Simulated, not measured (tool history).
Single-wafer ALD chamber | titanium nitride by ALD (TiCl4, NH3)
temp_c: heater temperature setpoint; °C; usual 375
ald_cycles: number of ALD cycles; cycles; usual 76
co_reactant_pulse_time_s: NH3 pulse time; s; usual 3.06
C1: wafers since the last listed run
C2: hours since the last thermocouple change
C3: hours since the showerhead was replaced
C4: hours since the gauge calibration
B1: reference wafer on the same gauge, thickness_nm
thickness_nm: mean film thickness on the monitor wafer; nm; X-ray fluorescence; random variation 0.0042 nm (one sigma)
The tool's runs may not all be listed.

{"run": 1, "hour": 0.0, "temp_c": 366, "ald_cycles": 76, "co_reactant_pulse_time_s": 3.06, "C1": 0, "C2": 1308.1, "C3": 5901.7, "C4": 26.9, "B1": 1.908, "thickness_nm": 1.689}
{"run": 2, "hour": 16.6, "temp_c": 371, "ald_cycles": 76, "co_reactant_pulse_time_s": 3.06, "C1": 35, "C2": 1324.7, "C3": 5918.3, "C4": 43.5, "B1": 1.906, "thickness_nm": 1.702}
{"run": 3, "hour": 48.6, "temp_c": 371, "ald_cycles": 76, "co_reactant_pulse_time_s": 3.06, "C1": 67, "C2": 1356.7, "C3": 5950.3, "C4": 75.5, "B1": 1.908, "thickness_nm": 1.697}
{"run": 4, "hour": 65.2, "temp_c": 371, "ald_cycles": 76, "co_reactant_pulse_time_s": 3.06, "C1": 35, "C2": 1373.3, "C3": 5966.9, "C4": 92.1, "B1": 1.908, "thickness_nm": 1.691}
{"run": 5, "hour": 99.8, "temp_c": 375, "ald_cycles": 76, "co_reactant_pulse_time_s": 3.06, "C1": 73, "C2": 1407.9, "C3": 6001.5, "C4": 126.7, "B1": 1.909, "thickness_nm": 1.7}
{"run": 6, "hour": 133.9, "temp_c": 375, "ald_cycles": 65, "co_reactant_pulse_time_s": 3.06, "C1": 72, "C2": 1442, "C3": 6035.6, "C4": 160.8, "B1": 1.913, "thickness_nm": 1.457}
{"run": 7, "hour": 168.0, "temp_c": 375, "ald_cycles": 76, "co_reactant_pulse_time_s": 3.06, "C1": 72, "C2": 1476.1, "C3": 6069.7, "C4": 194.9, "B1": 1.914, "thickness_nm": 1.704}
{"run": 8, "hour": 194.9, "temp_c": 375, "ald_cycles": 76, "co_reactant_pulse_time_s": 3.06, "C1": 56, "C2": 1503, "C3": 6096.6, "C4": 221.8, "B1": 1.913, "thickness_nm": 1.717}
{"run": 9, "hour": 218.1, "temp_c": 375, "ald_cycles": 81, "co_reactant_pulse_time_s": 3.06, "C1": 49, "C2": 1526.2, "C3": 6119.8, "C4": 245, "B1": 1.919, "thickness_nm": 1.823}
{"run": 10, "hour": 250.3, "temp_c": 375, "ald_cycles": 81, "co_reactant_pulse_time_s": 3.06, "C1": 68, "C2": 1558.4, "C3": 6152, "C4": 277.2, "B1": 1.921, "thickness_nm": 1.828}
{"run": 11, "hour": 269.9, "temp_c": 375, "ald_cycles": 81, "co_reactant_pulse_time_s": 3.06, "C1": 41, "C2": 1578, "C3": 6171.6, "C4": 296.8, "B1": 1.922, "thickness_nm": 1.831}
{"run": 12, "hour": 282.2, "temp_c": 369, "ald_cycles": 76, "co_reactant_pulse_time_s": 2.78, "C1": 26, "C2": 1590.3, "C3": 6183.9, "C4": 309.1, "B1": 1.924, "thickness_nm": 1.697}
{"run": 13, "hour": 304.7, "temp_c": 369, "ald_cycles": 76, "co_reactant_pulse_time_s": 2.78, "C1": 47, "C2": 1612.8, "C3": 6206.4, "C4": 331.6, "B1": 1.926, "thickness_nm": 1.7}
{"hour": 338.4, "done": "showerhead replaced"}
{"run": 14, "hour": 372.4, "temp_c": 375, "ald_cycles": 76, "co_reactant_pulse_time_s": 3.06, "C1": 126, "C2": 1680.5, "C3": 34, "C4": 399.3, "B1": 1.932, "thickness_nm": 1.72}
{"run": 15, "hour": 406.7, "temp_c": 375, "ald_cycles": 76, "co_reactant_pulse_time_s": 3.06, "C1": 72, "C2": 1714.8, "C3": 68.3, "C4": 433.6, "B1": 1.937, "thickness_nm": 1.726}
{"hour": 444.6, "done": "thermocouple changed; heater temperature recalibrated"}
{"hour": 481.8, "done": "gauge calibrated"}
{"run": 16, "hour": 511.4, "temp_c": 382, "ald_cycles": 76, "co_reactant_pulse_time_s": 2.46, "C1": 204, "C2": 66.8, "C3": 173, "C4": 29.6, "B1": 1.896, "thickness_nm": 1.681}
{"run": 17, "hour": 537.3, "temp_c": 385, "ald_cycles": 71, "co_reactant_pulse_time_s": 3.06, "C1": 54, "C2": 92.7, "C3": 198.9, "C4": 55.5, "B1": 1.896, "thickness_nm": 1.586}
{"run": 18, "hour": 552.8, "temp_c": 375, "ald_cycles": 76, "co_reactant_pulse_time_s": 3.06, "C1": 32, "C2": 108.2, "C3": 214.4, "C4": 71, "B1": 1.9, "thickness_nm": 1.694}
{"run": 19, "hour": 565.4, "temp_c": 360, "ald_cycles": 72, "co_reactant_pulse_time_s": 4, "C1": 26, "C2": 120.8, "C3": 227, "C4": 83.6, "B1": 1.9, "thickness_nm": 1.603}
{"run": 20, "hour": 590.2, "temp_c": 375, "ald_cycles": 88, "co_reactant_pulse_time_s": 4.13, "C1": 52, "C2": 145.6, "C3": 251.8, "C4": 108.4, "B1": 1.899, "thickness_nm": 1.991}
{"run": 21, "hour": 612.2, "temp_c": 386, "ald_cycles": 87, "co_reactant_pulse_time_s": 3.06, "C1": 46, "C2": 167.6, "C3": 273.8, "C4": 130.4, "B1": 1.899, "thickness_nm": 1.952}
{"run": 22, "hour": 637.4, "temp_c": 364, "ald_cycles": 76, "co_reactant_pulse_time_s": 2.38, "C1": 53, "C2": 192.8, "C3": 299, "C4": 155.6, "B1": 1.901, "thickness_nm": 1.649}
{"run": 23, "hour": 656.9, "temp_c": 375, "ald_cycles": 76, "co_reactant_pulse_time_s": 4.19, "C1": 41, "C2": 212.3, "C3": 318.5, "C4": 175.1, "B1": 1.901, "thickness_nm": 1.719}
{"run": 24, "hour": 676.2, "temp_c": 385, "ald_cycles": 71, "co_reactant_pulse_time_s": 3.06, "C1": 40, "C2": 231.6, "C3": 337.8, "C4": 194.4, "B1": 1.903, "thickness_nm": 1.591}
{"run": 25, "hour": 699.6, "temp_c": 364, "ald_cycles": 76, "co_reactant_pulse_time_s": 3.06, "C1": 49, "C2": 255, "C3": 361.2, "C4": 217.8, "B1": 1.903, "thickness_nm": 1.675}
{"run": 26, "hour": 720.9, "temp_c": 366, "ald_cycles": 83, "co_reactant_pulse_time_s": 3.06, "C1": 45, "C2": 276.3, "C3": 382.5, "C4": 239.1, "B1": 1.903, "thickness_nm": 1.834}
{"run": 27, "hour": 733.7, "temp_c": 384, "ald_cycles": 62, "co_reactant_pulse_time_s": 4.01, "C1": 27, "C2": 289.1, "C3": 395.3, "C4": 251.9, "B1": 1.907, "thickness_nm": 1.41}
{"run": 28, "hour": 765.2, "temp_c": 366, "ald_cycles": 66, "co_reactant_pulse_time_s": 4.18, "C1": 66, "C2": 320.6, "C3": 426.8, "C4": 283.4, "B1": 1.91, "thickness_nm": 1.487}
{"run": 29, "hour": 795.5, "temp_c": 389, "ald_cycles": 85, "co_reactant_pulse_time_s": 3.55, "C1": 64, "C2": 350.9, "C3": 457.1, "C4": 313.7, "B1": 1.912, "thickness_nm": 1.938}
{"run": 30, "hour": 810.5, "temp_c": 368, "ald_cycles": 76, "co_reactant_pulse_time_s": 3.06, "C1": 31, "C2": 365.9, "C3": 472.1, "C4": 328.7, "B1": 1.915, "thickness_nm": 1.693}
{"run": 31, "hour": 831.8, "temp_c": 360, "ald_cycles": 72, "co_reactant_pulse_time_s": 4, "C1": 45, "C2": 387.2, "C3": 493.4, "C4": 350, "B1": 1.916, "thickness_nm": 1.616}
{"run": 32, "hour": 850.5, "temp_c": 375, "ald_cycles": 76, "co_reactant_pulse_time_s": 3.06, "C1": 39, "C2": 405.9, "C3": 512.1, "C4": 368.7, "B1": 1.918, "thickness_nm": 1.71}

5 ways to go on from here, each from the tool as it stands after run 32. What would each give?
{"run": "A", "hour": 851.1, "temp_c": 375, "ald_cycles": 76, "co_reactant_pulse_time_s": 4.07, "C1": 1, "C2": 406.5, "C3": 512.7, "C4": 369.3, "B1": "?", "thickness_nm": "?"}
{"run": "B", "hour": 851.1, "temp_c": 379, "ald_cycles": 88, "co_reactant_pulse_time_s": 2.51, "C1": 1, "C2": 406.5, "C3": 512.7, "C4": 369.3, "B1": "?", "thickness_nm": "?"}
{"run": "C", "hour": 851.1, "temp_c": 384, "ald_cycles": 67, "co_reactant_pulse_time_s": 2.34, "C1": 1, "C2": 406.5, "C3": 512.7, "C4": 369.3, "B1": "?", "thickness_nm": "?"}
{"run": "D", "hour": 851.1, "temp_c": 363, "ald_cycles": 87, "co_reactant_pulse_time_s": 3.39, "C1": 1, "C2": 406.5, "C3": 512.7, "C4": 369.3, "B1": "?", "thickness_nm": "?"}
{"run": "E", "hour": 851.1, "temp_c": 368, "ald_cycles": 61, "co_reactant_pulse_time_s": 3.83, "C1": 1, "C2": 406.5, "C3": 512.7, "C4": 369.3, "B1": "?", "thickness_nm": "?"}

run=A B1=1.916 thickness_nm=1.728
run=B B1=1.916 thickness_nm=1.959
run=C B1=1.916 thickness_nm=1.491
run=D B1=1.916 thickness_nm=1.934
run=E B1=1.916 thickness_nm=1.373
Without the tool's hidden state the same runs would have given:
run=A thickness_nm=1.713
run=B thickness_nm=1.941
run=C thickness_nm=1.478
run=D thickness_nm=1.917
run=E thickness_nm=1.36
